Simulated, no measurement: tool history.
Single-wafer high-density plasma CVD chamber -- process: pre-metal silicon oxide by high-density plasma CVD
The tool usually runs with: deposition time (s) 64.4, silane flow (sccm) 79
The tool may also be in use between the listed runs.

run	hour	deposition time (s)	silane flow (sccm)	read-back reference wafer on the same gauge, thickness_nm	mean film thickness on the monitor wafer (angstrom)
1	0	64.4	88	502.961	6073.89
2	7.1	64.4	88	503.158	6070.53
3	18.5	64.4	88	503.05	6064.97
4	27.8	64.4	79	502.731	5451
5	42.3	64.4	79	503.123	5452.93
6	53.8	64.4	79	503.16	5453.45
7	68.5	64.4	79	503.149	5471.32
8	77	64.4	79	503.08	5459.47
9	84.2	64.4	83	503.063	5747.14
10	97.6	64.4	83	502.879	5747.29
11	110.2	54.3	93	502.881	5418.08
# hour 122.7: gauge calibrated
12	126.2	53	74	502.937	4223.07
13	132.5	55.1	89	503.114	5281.68
14	148.8	75.5	89	503.03	7221.21
# hour 158.2: silane flow controller replaced
15	165.1	64.4	79	502.846	5315.52
16	175.7	64.4	79	503.319	5325.04
17	189	64.4	79	503.26	5317.76
18	205.8	58.1	71	502.778	4313.82
19	241.1	61.2	79	502.952	5049.2
20	258.9	53.2	79	503.267	4393.37

What was the tool's hidden state at every run in the log?
gauge reads high (%): 0 at every run
H1: delivered silane flow above the setpoint (%)
run	H1
1	3.57
2	3.6
3	3.64
4	3.68
5	3.74
6	3.79
7	3.85
8	3.89
9	3.92
10	3.98
11	4.03
12	4.1
13	4.13
14	4.2
15	0.989
16	0.989
17	0.99
18	0.991
19	0.996
20	0.999
